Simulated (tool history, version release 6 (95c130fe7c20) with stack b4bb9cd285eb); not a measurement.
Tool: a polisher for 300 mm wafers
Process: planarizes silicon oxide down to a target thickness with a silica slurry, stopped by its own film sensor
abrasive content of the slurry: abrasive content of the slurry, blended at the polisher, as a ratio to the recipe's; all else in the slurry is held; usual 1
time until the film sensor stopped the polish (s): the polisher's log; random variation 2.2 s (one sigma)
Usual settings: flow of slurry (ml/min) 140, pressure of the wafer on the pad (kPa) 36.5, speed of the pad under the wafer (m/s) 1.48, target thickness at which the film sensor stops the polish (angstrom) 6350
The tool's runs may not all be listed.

run   hour  flow of slurry (ml/min)  pressure of the wafer on the pad (kPa)  speed of the pad under the wafer (m/s)  abrasive content of the slurry  target thickness at which the film sensor stops the polish (angstrom)  incoming thickness of the incoming film, nm  time until the film sensor stopped the polish (s)
  1      0                      140                                    36.5                                    1.48                               1                                                                   6350                                       1271.6                                              132.2
  2   15.7                      140                                    36.5                                    1.48                               1                                                                   7230                                       1240.5                                              108.7
  3   33.1                       95                                    36.5                                    1.74                            0.75                                                                   4400                                       1259.9                                                224
  4   50.5                      140                                    36.5                                    1.48                            1.25                                                                   7810                                       1240.3                                               87.1
      59.6  -- slurry blender recalibrated
  5   64.1                      140                                    36.5                                    1.48                               1                                                                   6350                                       1257.4                                              131.4
  6   78.8                      140                                    42.7                                    1.48                               1                                                                   6350                                       1257.9                                              115.3
  7   87.2                      140                                    36.5                                    1.48                               1                                                                   6350                                       1256.8                                              135.2
     106.4  -- worn pad replaced by a new one
     127.8  -- slurry nozzle cleaned
  8  134.5                      140                                    36.5                                    1.48                               1                                                                   6350                                       1244.4                                              117.8
     147.6  -- head pressure recalibrated
  9  174.4                      140                                    36.5                                    1.48                               1                                                                   6350                                       1262.8                                                124
     180.8  -- conditioning disc replaced and pad reconditioned
 10  185.4                      165                                    36.5                                    1.48                               1                                                                   6350                                       1265.4                                              118.5
 11  191.5                      140                                    36.5                                    1.48                               1                                                                   6350                                       1267.6                                              126.2
 12  203.8                      140                                    36.5                                    1.48                             0.8                                                                   6350                                       1275.3                                              152.6
 13  214.1                      140                                    24.8                                    1.48                             1.1                                                                   6350                                         1283                                              178.5
 14  223.7                      140                                    36.5                                    1.48                               1                                                                   6350                                       1252.2                                              123.8
 15  229.9                      105                                      31                                    1.08                             1.2                                                                   6350                                       1272.7                                              189.7
       240  -- worn pad replaced by a new one
 16  245.3                      140                                    36.5                                    1.76                               1                                                                   7340                                       1269.4                                               92.5
 17  259.4                      140                                    36.5                                    1.48                               1                                                                   6350                                       1275.4                                              134.3
 18  276.8                      185                                    36.5                                    1.48                               1                                                                   6350                                       1272.5                                              121.3
 19  284.2                      100                                    36.5                                    1.48                               1                                                                   4740                                       1249.9                                              179.5
 20  299.3                      140                                    48.3                                    1.48                            1.15                                                                   6350                                       1270.8                                               91.3
 21  306.3                      140                                    36.5                                    1.48                             1.2                                                                   6350                                       1243.3                                              110.5
 22  318.2                       90                                    36.5                                    1.48                               1                                                                   8170                                       1279.7                                              112.2
 23  331.8                      140                                    24.8                                    1.48                             1.1                                                                   6350                                       1266.4                                              183.5
 24  345.7                      140                                    36.5                                    1.48                             1.1                                                                   6350                                       1248.7                                              124.9
       362  -- worn pad replaced by a new one
 25  362.5                      125                                    30.3                                    1.76                               1                                                                   6350                                       1262.2                                              148.5

The tool's hidden state at each run:
removal rate lost through wear of the pad, %: 0 in every run
deviation of the head's pressure from its setpoint, %: 0 in every run
abrasive missing from the slurry, %: 0 in every run
time polished since the conditioner stopped cutting, s: 0 in every run
H1: slurry flow missing at the pad, %
run    H1
  1  28.4
  2  30.4
  3  32.6
  4  34.9
  5  36.6
  6  38.5
  7  39.6
  8  4.98
  9  10.1
 10  11.5
 11  12.3
 12  13.9
 13  15.2
 14  16.4
 15  17.2
 16  19.2
 17    21
 18  23.3
 19  24.2
 20  26.1
 21    27
 22  28.6
 23  30.3
 24  32.1
 25  34.3

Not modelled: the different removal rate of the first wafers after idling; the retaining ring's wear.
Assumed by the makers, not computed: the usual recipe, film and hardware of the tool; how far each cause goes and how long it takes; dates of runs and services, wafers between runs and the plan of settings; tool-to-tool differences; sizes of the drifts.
